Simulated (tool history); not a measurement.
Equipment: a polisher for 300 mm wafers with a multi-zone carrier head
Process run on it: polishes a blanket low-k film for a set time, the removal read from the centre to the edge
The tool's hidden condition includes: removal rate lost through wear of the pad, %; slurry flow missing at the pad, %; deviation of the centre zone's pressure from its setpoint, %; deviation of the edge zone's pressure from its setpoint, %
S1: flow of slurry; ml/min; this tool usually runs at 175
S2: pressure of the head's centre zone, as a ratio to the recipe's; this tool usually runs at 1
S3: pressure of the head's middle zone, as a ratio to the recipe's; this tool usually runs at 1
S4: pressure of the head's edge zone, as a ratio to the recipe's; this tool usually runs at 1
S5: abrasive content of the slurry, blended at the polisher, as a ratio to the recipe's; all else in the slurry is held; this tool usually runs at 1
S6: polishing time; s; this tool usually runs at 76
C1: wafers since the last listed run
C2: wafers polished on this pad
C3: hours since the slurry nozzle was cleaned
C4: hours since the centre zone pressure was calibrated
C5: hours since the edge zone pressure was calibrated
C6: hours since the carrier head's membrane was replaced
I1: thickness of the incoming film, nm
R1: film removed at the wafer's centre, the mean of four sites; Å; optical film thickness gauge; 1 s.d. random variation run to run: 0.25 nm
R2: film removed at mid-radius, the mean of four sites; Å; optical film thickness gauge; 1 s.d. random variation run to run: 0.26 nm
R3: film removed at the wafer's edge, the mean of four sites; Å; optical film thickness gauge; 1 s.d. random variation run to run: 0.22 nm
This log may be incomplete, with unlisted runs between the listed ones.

run 1 hour=0 | S1=175 S2=1 S3=1.09 S4=1 S5=1 S6=76 | C1=0 C2=834 C3=781.7 C4=340.5 C5=1074.3 C6=941.6 | I1=590.3 | R1=181 R2=197 R3=197
run 2 hour=14 | S1=175 S2=1 S3=1.09 S4=1 S5=1 S6=76 | C1=120 C2=954 C3=795.7 C4=354.5 C5=1088.3 C6=955.6 | I1=601.2 | R1=183 R2=206 R3=194
-- hour=19.9 edge zone pressure recalibrated
run 3 hour=44 | S1=175 S2=1 S3=1.09 S4=1 S5=1 S6=76 | C1=240 C2=1195 C3=825.7 C4=384.5 C5=24.1 C6=985.6 | I1=598.6 | R1=181 R2=200 R3=193
-- hour=74 slurry nozzle cleaned
run 4 hour=75.5 | S1=175 S2=1 S3=1.04 S4=1 S5=1 S6=68 | C1=261 C2=1456 C3=1.5 C4=416 C5=55.6 C6=1017.1 | I1=581.2 | R1=159 R2=175 R3=175
-- hour=82.8 worn pad replaced by a new one
run 5 hour=107.9 | S1=175 S2=1 S3=1 S4=1 S5=1 S6=76 | C1=243 C2=215 C3=33.9 C4=448.4 C5=88 C6=1049.5 | I1=584 | R1=180 R2=189 R3=196
run 6 hour=143.3 | S1=175 S2=1 S3=1 S4=1 S5=1 S6=76 | C1=303 C2=519 C3=69.3 C4=483.8 C5=123.4 C6=1084.9 | I1=598.6 | R1=185 R2=188 R3=196
run 7 hour=173.1 | S1=225 S2=1.1 S3=1 S4=1 S5=0.85 S6=76 | C1=255 C2=774 C3=99.1 C4=513.6 C5=153.2 C6=1114.7 | I1=598.2 | R1=182 R2=172 R3=177
run 8 hour=206.4 | S1=175 S2=0.91 S3=1 S4=1 S5=0.8 S6=89 | C1=285 C2=1060 C3=132.4 C4=546.9 C5=186.5 C6=1148 | I1=586.7 | R1=160 R2=193 R3=194
run 9 hour=235.9 | S1=175 S2=1.05 S3=1 S4=1.05 S5=1.3 S6=76 | C1=253 C2=1313 C3=161.9 C4=576.4 C5=216 C6=1177.5 | I1=591.8 | R1=219 R2=220 R3=233
-- hour=261.4 worn pad replaced by a new one
run 10 hour=268.6 | S1=175 S2=1 S3=1 S4=1 S5=0.85 S6=76 | C1=246 C2=61 C3=194.6 C4=609.1 C5=248.7 C6=1210.2 | I1=597.7 | R1=158 R2=169 R3=175
-- hour=276.9 carrier head's membrane replaced by a new one, of another model than before
-- hour=284.2 centre zone pressure recalibrated
run 11 hour=302.7 | S1=205 S2=1 S3=1 S4=1 S5=1 S6=76 | C1=232 C2=294 C3=228.7 C4=18.5 C5=282.8 C6=25.8 | I1=597.3 | R1=192 R2=192 R3=200
run 12 hour=326.2 | S1=175 S2=1 S3=1 S4=1 S5=1 S6=76 | C1=201 C2=496 C3=252.2 C4=42 C5=306.3 C6=49.3 | I1=592.9 | R1=189 R2=186 R3=195
run 13 hour=348.1 | S1=200 S2=1 S3=1 S4=0.91 S5=1.15 S6=66 | C1=187 C2=683 C3=274.1 C4=63.9 C5=328.2 C6=71.2 | I1=593.4 | R1=174 R2=179 R3=181
run 14 hour=378.6 | S1=120 S2=1.11 S3=1 S4=1 S5=1.2 S6=76 | C1=261 C2=945 C3=304.6 C4=94.4 C5=358.7 C6=101.7 | I1=590.3 | R1=222 R2=201 R3=208
-- hour=402.2 worn pad replaced by a new one
run 15 hour=402.7 | S1=190 S2=1.1 S3=1 S4=0.9 S5=1 S6=91 | C1=172 C2=4 C3=328.7 C4=118.5 C5=382.8 C6=125.8 | I1=592.8 | R1=248 R2=230 R3=233
run 16 hour=412.6 | S1=175 S2=1 S3=1 S4=1 S5=1 S6=76 | C1=84 C2=89 C3=338.6 C4=128.4 C5=392.7 C6=135.7 | I1=585.5 | R1=183 R2=189 R3=195
run 17 hour=436.5 | S1=175 S2=1.08 S3=1 S4=1 S5=0.85 S6=101 | C1=205 C2=294 C3=362.5 C4=152.3 C5=416.6 C6=159.6 | I1=595.2 | R1=239 R2=222 R3=231
run 18 hour=451.4 | S1=175 S2=1 S3=1 S4=1 S5=1 S6=76 | C1=127 C2=422 C3=377.4 C4=167.2 C5=431.5 C6=174.5 | I1=589.5 | R1=178 R2=191 R3=195
run 19 hour=482 | S1=175 S2=0.89 S3=1 S4=1.06 S5=1 S6=76 | C1=262 C2=684 C3=408 C4=197.8 C5=462.1 C6=205.1 | I1=576.3 | R1=152 R2=186 R3=196
run 20 hour=494.7 | S1=175 S2=0.92 S3=0.9 S4=0.9 S5=1 S6=91 | C1=108 C2=793 C3=420.7 C4=210.5 C5=474.8 C6=217.8 | I1=591 | R1=189 R2=215 R3=227
run 21 hour=522.9 | S1=175 S2=1 S3=1 S4=1 S5=1 S6=76 | C1=241 C2=1035 C3=448.9 C4=238.7 C5=503 C6=246 | I1=589.3 | R1=176 R2=189 R3=197

Here are 5 independent what-if runs from the current tool condition. What would each one return?
run A hour=523.4 | S1=175 S2=1 S3=1 S4=1 S5=1 S6=76 | C1=4 C2=1040 C3=449.4 C4=239.2 C5=503.5 C6=246.5 | I1=587.2 | R1=? R2=? R3=?
run B hour=523.4 | S1=175 S2=0.89 S3=1.03 S4=1 S5=1 S6=76 | C1=4 C2=1040 C3=449.4 C4=239.2 C5=503.5 C6=246.5 | I1=587.2 | R1=? R2=? R3=?
run C hour=523.4 | S1=215 S2=0.89 S3=0.96 S4=1 S5=1.2 S6=76 | C1=4 C2=1040 C3=449.4 C4=239.2 C5=503.5 C6=246.5 | I1=587.2 | R1=? R2=? R3=?
run D hour=523.4 | S1=225 S2=0.9 S3=1 S4=1 S5=1 S6=76 | C1=4 C2=1040 C3=449.4 C4=239.2 C5=503.5 C6=246.5 | I1=587.2 | R1=? R2=? R3=?
run E hour=523.4 | S1=175 S2=1 S3=1 S4=1 S5=1 S6=59 | C1=4 C2=1040 C3=449.4 C4=239.2 C5=503.5 C6=246.5 | I1=587.2 | R1=? R2=? R3=?

run=A R1=183 R2=189 R3=194
run=B R1=155 R2=191 R3=194
run=C R1=176 R2=211 R3=219
run=D R1=162 R2=194 R3=198
run=E R1=142 R2=147 R3=151
Had the tool no hidden state, the same runs would have come out as:
run=A R1=196 R2=189 R3=194
run=B R1=166 R2=191 R3=194
run=C R1=189 R2=211 R3=219
run=D R1=174 R2=194 R3=198
run=E R1=152 R2=147 R3=151
